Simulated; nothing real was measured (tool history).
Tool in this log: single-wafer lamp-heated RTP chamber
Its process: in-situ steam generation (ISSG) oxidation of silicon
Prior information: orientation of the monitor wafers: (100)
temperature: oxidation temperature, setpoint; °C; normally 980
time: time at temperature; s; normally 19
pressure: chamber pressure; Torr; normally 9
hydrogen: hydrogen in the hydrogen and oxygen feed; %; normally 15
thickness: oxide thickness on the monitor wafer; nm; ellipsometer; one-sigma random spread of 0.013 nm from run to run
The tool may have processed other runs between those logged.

| run | hour | temperature | time | pressure | hydrogen | wafers since the last listed run | wafers since the last pyrometer calibration | hours since the pressure gauge was zeroed | hours since the hydrogen flow controller was replaced | hours since the gauge calibration | read-back reference wafer on the same gauge, thickness | thickness |
|---|---|---|---|---|---|---|---|---|---|---|---|---|
| 1 | 0 | 974 | 19 | 9 | 15 | 0 | 1651 | 2169.1 | 4347.8 | 552.5 | 4.249 | 4.153 |
| 2 | 101.3 | 980 | 19 | 9 | 15 | 1435 | 3086 | 2270.4 | 4449.1 | 653.8 | 4.251 | 4.25 |
| 3 | 191.5 | 980 | 13 | 9 | 15 | 1278 | 4365 | 2360.6 | 4539.3 | 744 | 4.249 | 3.614 |
| 4 | 290.3 | 980 | 13 | 9 | 15 | 1400 | 5765 | 2459.4 | 4638.1 | 842.8 | 4.247 | 3.624 |
| 5 | 377.2 | 980 | 19 | 9 | 21 | 1231 | 6997 | 2546.3 | 4725 | 929.7 | 4.252 | 4.61 |
|  | 415.4 | pyrometer window cleaned and pyrometer calibrated |
| 6 | 424.9 | 980 | 19 | 9 | 21 | 562 | 134 | 2594 | 4772.7 | 977.4 | 4.251 | 4.49 |
| 7 | 472.8 | 980 | 19 | 9 | 15 | 678 | 812 | 2641.9 | 4820.6 | 1025.3 | 4.251 | 4.228 |
| 8 | 578.1 | 980 | 19 | 9 | 15 | 1492 | 2305 | 2747.2 | 4925.9 | 1130.6 | 4.252 | 4.265 |
| 9 | 627.2 | 980 | 19 | 9 | 15 | 695 | 3001 | 2796.3 | 4975 | 1179.7 | 4.253 | 4.283 |
| 10 | 721.9 | 980 | 19 | 9 | 15 | 1342 | 4343 | 2891 | 5069.7 | 1274.4 | 4.249 | 4.262 |
| 11 | 819.6 | 980 | 23 | 9 | 15 | 1384 | 5728 | 2988.7 | 5167.4 | 1372.1 | 4.252 | 4.693 |
| 12 | 912 | 980 | 19 | 9 | 19 | 1309 | 7037 | 3081.1 | 5259.8 | 1464.5 | 4.254 | 4.497 |
|  | 927.6 | pyrometer window cleaned and pyrometer calibrated |
| 13 | 997.2 | 980 | 24 | 9 | 15 | 1094 | 986 | 3166.3 | 5345 | 1549.7 | 4.25 | 4.703 |
|  | 1009.2 | pressure gauge zeroed |
| 14 | 1091 | 965 | 19 | 9 | 15 | 1216 | 2202 | 81.8 | 5438.8 | 1643.5 | 4.249 | 4.057 |
| 15 | 1152 | 965 | 19 | 9 | 15 | 864 | 3067 | 142.8 | 5499.8 | 1704.5 | 4.245 | 4.088 |
|  | 1307.8 | hydrogen flow controller replaced |
|  | 1462.5 | pyrometer window cleaned and pyrometer calibrated |
| 16 | 1463 | 980 | 19 | 9 | 24 | 4181 | 6 | 453.8 | 155.2 | 2015.5 | 4.248 | 4.653 |
| 17 | 1666.1 | 974 | 19 | 9 | 18 | 2878 | 2884 | 656.9 | 358.3 | 2218.6 | 4.251 | 4.356 |
| 18 | 1773.9 | 997 | 26 | 10 | 11 | 1527 | 4412 | 764.7 | 466.1 | 2326.4 | 4.249 | 4.957 |

The next listed run, before its measurement:
|  | 1813.2 | gauge calibrated |
| 19 | 1831.2 | 989 | 23 | 9 | 15 | 812 | 5224 | 822 | 523.4 | 18 | ? | ? |

read-back reference wafer on the same gauge, thickness: 4.249
thickness: 4.885 nm
With no hidden state in the tool, this same run would have given thickness 4.744 nm.
